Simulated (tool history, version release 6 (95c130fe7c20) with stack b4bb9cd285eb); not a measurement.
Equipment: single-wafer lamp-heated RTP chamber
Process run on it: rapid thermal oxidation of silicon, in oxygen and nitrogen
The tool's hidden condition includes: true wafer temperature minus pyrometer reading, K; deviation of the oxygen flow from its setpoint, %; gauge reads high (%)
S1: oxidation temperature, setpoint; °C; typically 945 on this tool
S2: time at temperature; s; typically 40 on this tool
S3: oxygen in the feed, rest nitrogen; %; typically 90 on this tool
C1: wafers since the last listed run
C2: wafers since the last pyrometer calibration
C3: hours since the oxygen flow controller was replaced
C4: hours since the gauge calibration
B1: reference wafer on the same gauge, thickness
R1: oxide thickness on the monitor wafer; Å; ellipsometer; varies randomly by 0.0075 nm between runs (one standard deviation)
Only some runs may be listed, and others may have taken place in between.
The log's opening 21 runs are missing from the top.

| run | hour | S1 | S2 | S3 | C1 | C2 | C3 | C4 | B1 | R1 |
|---|---|---|---|---|---|---|---|---|---|---|
| 22 | 1048.3 | 945 | 48 | 70 | 385 | 441 | 239.6 | 80.5 | 2.503 | 29.7 |
| 23 | 1085.9 | 945 | 57 | 90 | 260 | 702 | 277.2 | 118.1 | 2.504 | 33.98 |
| 24 | 1118.3 | 927 | 29 | 76 | 224 | 926 | 309.6 | 150.5 | 2.509 | 23.83 |
| 25 | 1174.1 | 945 | 40 | 90 | 386 | 1312 | 365.4 | 206.3 | 2.512 | 30.07 |
| 26 | 1239.3 | 965 | 40 | 90 | 451 | 1764 | 430.6 | 271.5 | 2.517 | 34.14 |
| 27 | 1289 | 929 | 53 | 70 | 344 | 2108 | 480.3 | 321.2 | 2.522 | 28.34 |
| 28 | 1354 | 945 | 40 | 90 | 450 | 2558 | 545.3 | 386.2 | 2.526 | 30.17 |
| 29 | 1390.4 | 945 | 40 | 90 | 252 | 2810 | 581.7 | 422.6 | 2.528 | 30.17 |
| 30 | 1432.6 | 945 | 54 | 90 | 292 | 3102 | 623.9 | 464.8 | 2.529 | 33.44 |
|  | 1484.7 | pyrometer window cleaned and pyrometer calibrated |
| 31 | 1485.2 | 932 | 35 | 90 | 308 | 3 | 676.5 | 517.4 | 2.528 | 26.92 |
| 32 | 1505.6 | 922 | 34 | 90 | 141 | 144 | 696.9 | 537.8 | 2.531 | 25.3 |
| 33 | 1540.3 | 945 | 58 | 90 | 240 | 384 | 731.6 | 572.5 | 2.532 | 34.6 |

Branching from run 33: 4 alternative next runs. What would each branch give?
| A | 1540.8 | 945 | 26 | 90 | 3 | 388 | 732.1 | 573 | ? | ? |
| B | 1540.8 | 960 | 23 | 78 | 3 | 388 | 732.1 | 573 | ? | ? |
| C | 1540.8 | 923 | 55 | 68 | 3 | 388 | 732.1 | 573 | ? | ? |
| D | 1540.8 | 973 | 49 | 98 | 3 | 388 | 732.1 | 573 | ? | ? |

| run | B1 | R1 |
|---|---|---|
| A | 2.536 | 26.37 |
| B | 2.536 | 26.6 |
| C | 2.536 | 27.79 |
| D | 2.536 | 40.48 |
Stripped of hidden state, with their random variation kept, the same runs would have yielded:
| run | R1 |
|---|---|
| A | 25.91 |
| B | 26.14 |
| C | 27.31 |
| D | 39.78 |
